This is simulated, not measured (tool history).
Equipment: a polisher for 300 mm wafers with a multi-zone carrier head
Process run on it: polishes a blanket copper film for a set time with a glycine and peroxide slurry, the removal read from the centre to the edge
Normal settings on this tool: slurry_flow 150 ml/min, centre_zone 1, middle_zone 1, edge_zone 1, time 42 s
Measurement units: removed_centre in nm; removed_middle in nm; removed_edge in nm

run,hour,slurry_flow,centre_zone,middle_zone,edge_zone,time,wafers since the last listed run,wafers polished on this pad,hours since the slurry nozzle was cleaned,hours since the centre zone pressure was calibrated,hours since the edge zone pressure was calibrated,hours since the carrier head's membrane was replaced,"incoming thickness of the incoming film, nm",removed_centre,removed_middle,removed_edge
1,0,150,1,0.92,1,42,0,557,48.5,301.3,901.8,1076.8,1129.2,184.7,157.8,170
2,58.3,150,1,1,1,42,765,1322,106.8,359.6,960.1,1135.1,1106.2,188.2,166.4,169.7
# hour 70.8: centre zone pressure recalibrated
3,126.9,150,1,1,1,42,873,2196,175.4,56.1,1028.7,1203.7,1098.1,167.4,160.3,162.2
4,164.4,150,1,1,1,42,492,2688,212.9,93.6,1066.2,1241.2,1131,163.2,156.1,159.3
5,200.2,150,1,1,1,42,469,3158,248.7,129.4,1102,1277,1107.1,163.8,152.3,152.5
# hour 222.6: worn pad replaced by a new one
# hour 259.6: carrier head's membrane replaced by a new one
6,260.7,150,1,1,1,42,675,433,309.2,189.9,1162.5,1.1,1128.8,182.6,174.5,171.5
7,290.2,150,1,1,1,42,387,820,338.7,219.4,1192,30.6,1116.8,184.1,170.6,173.2
# hour 311.1: slurry nozzle cleaned
8,338,165,1,0.94,1.08,33,614,1435,26.9,267.2,1239.8,78.4,1108.3,147.2,127.9,143.3
# hour 388.8: edge zone pressure recalibrated
9,390.8,130,1,1,1,42,666,2101,79.7,320,2,131.2,1106.7,172.7,161.1,164
10,428.1,150,1,0.92,1,55,489,2591,117,357.3,39.3,168.5,1101.6,231.1,196.8,213.7
# hour 452.3: worn pad replaced by a new one
11,495.2,150,1,1,1,42,828,563,184.1,424.4,106.4,235.6,1103.6,193.2,171.6,178.9
# hour 509.6: centre zone pressure recalibrated
12,531.1,150,1,1,1,42,444,1007,220,21.5,142.3,271.5,1129.4,175.9,171.9,174.4
13,569.8,150,1,1,1,42,507,1515,258.7,60.2,181,310.2,1104.3,177.6,170.5,174.1
14,631.5,150,1,0.92,0.92,50,809,2325,320.4,121.9,242.7,371.9,1111.5,212.5,183.6,190.5
15,662.5,130,1,1.05,1,42,406,2732,351.4,152.9,273.7,402.9,1123.4,170.9,163,159.3
# hour 689.7: slurry nozzle cleaned
# hour 695.6: worn pad replaced by a new one
16,718.9,195,0.96,1,0.89,28,674,306,29.2,209.3,330.1,459.3,1092.2,126.3,119.8,113.5
17,749.8,150,1,1,1,42,405,711,60.1,240.2,361,490.2,1116.7,187.5,171.6,171.2
18,813.8,135,0.95,1.05,1.11,42,839,1551,124.1,304.2,425,554.2,1115.7,173.4,173.9,175.2
19,846.5,150,1,0.91,0.88,42,429,1980,156.8,336.9,457.7,586.9,1109.3,187.4,154.1,164.5
20,889.4,180,0.96,1.05,1.03,42,562,2543,199.7,379.8,500.6,629.8,1115.6,177.3,174.4,170.7
# hour 917.9: centre zone pressure recalibrated
21,929.5,150,0.96,1,1,47,499,3043,239.8,11.6,540.7,669.9,1094.3,170.1,176.7,180.7

Below are 5 alternative next runs, each starting from the tool's condition after run 21. Predict each:
A,929.9,150,1,1,1,42,5,3048,240.2,12,541.1,670.3,1095.5,?,?,?
B,929.9,150,1,1.06,1,42,5,3048,240.2,12,541.1,670.3,1095.5,?,?,?
C,929.9,150,1,1,1.09,42,5,3048,240.2,12,541.1,670.3,1095.5,?,?,?
D,929.9,150,1,0.92,1,30,5,3048,240.2,12,541.1,670.3,1095.5,?,?,?
E,929.9,150,1,0.9,1,42,5,3048,240.2,12,541.1,670.3,1095.5,?,?,?

run,removed_centre,removed_middle,removed_edge
A,166.4,157.5,158.6
B,166.5,165.4,158.4
C,166.4,157.4,165.5
D,118.8,104.9,113.4
E,166.3,144.2,158.8
With the hidden condition removed and each run's random variation left untouched, the same runs would have given:
run,removed_centre,removed_middle,removed_edge
A,180.8,173.5,174.7
B,180.8,182.2,174.5
C,180.8,173.4,182.3
D,129,115.5,124.9
E,180.6,158.8,174.9
